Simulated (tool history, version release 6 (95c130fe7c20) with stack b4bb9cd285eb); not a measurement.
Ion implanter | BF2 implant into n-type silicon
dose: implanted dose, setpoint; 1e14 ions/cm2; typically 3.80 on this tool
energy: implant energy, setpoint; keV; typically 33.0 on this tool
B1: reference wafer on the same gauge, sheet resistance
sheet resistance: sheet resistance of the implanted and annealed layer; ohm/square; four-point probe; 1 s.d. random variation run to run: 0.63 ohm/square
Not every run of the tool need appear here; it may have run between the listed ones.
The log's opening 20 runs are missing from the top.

run 21 hour=259.2 | dose=4.26 energy=43.5 | B1=219.98 | sheet_resistance=242.83
-- hour=271.7 Faraday cup replaced and dose calibrated
run 22 hour=272.2 | dose=4.86 energy=40.0 | B1=220.02 | sheet_resistance=208.88
run 23 hour=275.6 | dose=3.80 energy=33.0 | B1=220.23 | sheet_resistance=263.72
-- hour=284.1 gauge calibrated
run 24 hour=291.9 | dose=4.52 energy=25.5 | B1=219.94 | sheet_resistance=237.85
run 25 hour=309.4 | dose=2.69 energy=42.5 | B1=220.00 | sheet_resistance=350.78
run 26 hour=317.3 | dose=3.80 energy=42.5 | B1=220.11 | sheet_resistance=259.43
run 27 hour=334.0 | dose=4.66 energy=42.0 | B1=220.08 | sheet_resistance=215.92
run 28 hour=340.2 | dose=3.80 energy=37.0 | B1=220.00 | sheet_resistance=262.02
run 29 hour=348.8 | dose=3.80 energy=33.0 | B1=219.99 | sheet_resistance=265.17
run 30 hour=355.9 | dose=4.55 energy=29.5 | B1=220.07 | sheet_resistance=231.14
run 31 hour=372.4 | dose=3.80 energy=33.0 | B1=220.01 | sheet_resistance=266.08
run 32 hour=378.8 | dose=4.50 energy=36.0 | B1=220.03 | sheet_resistance=227.38
run 33 hour=393.6 | dose=2.71 energy=29.0 | B1=219.93 | sheet_resistance=359.56
run 34 hour=400.3 | dose=3.19 energy=40.5 | B1=219.96 | sheet_resistance=304.23
run 35 hour=415.1 | dose=4.56 energy=42.0 | B1=219.93 | sheet_resistance=221.40
run 36 hour=422.3 | dose=3.23 energy=42.5 | B1=219.94 | sheet_resistance=300.96

Forecast each of these 5 alternatives for the next run:
run A hour=422.7 | dose=3.80 energy=22.5 | B1=? | sheet_resistance=?
run B hour=422.7 | dose=3.38 energy=33.0 | B1=? | sheet_resistance=?
run C hour=422.7 | dose=4.29 energy=33.0 | B1=? | sheet_resistance=?
run D hour=422.7 | dose=4.36 energy=23.5 | B1=? | sheet_resistance=?
run E hour=422.7 | dose=2.71 energy=38.5 | B1=? | sheet_resistance=?

run=A B1=220.03 sheet_resistance=278.16
run=B B1=220.03 sheet_resistance=294.98
run=C B1=220.03 sheet_resistance=240.02
run=D B1=220.03 sheet_resistance=249.14
run=E B1=220.03 sheet_resistance=352.87
Stripped of hidden state, with their random variation kept, the same runs would have yielded:
run=A sheet_resistance=275.86
run=B sheet_resistance=292.21
run=C sheet_resistance=237.83
run=D sheet_resistance=247.18
run=E sheet_resistance=349.68

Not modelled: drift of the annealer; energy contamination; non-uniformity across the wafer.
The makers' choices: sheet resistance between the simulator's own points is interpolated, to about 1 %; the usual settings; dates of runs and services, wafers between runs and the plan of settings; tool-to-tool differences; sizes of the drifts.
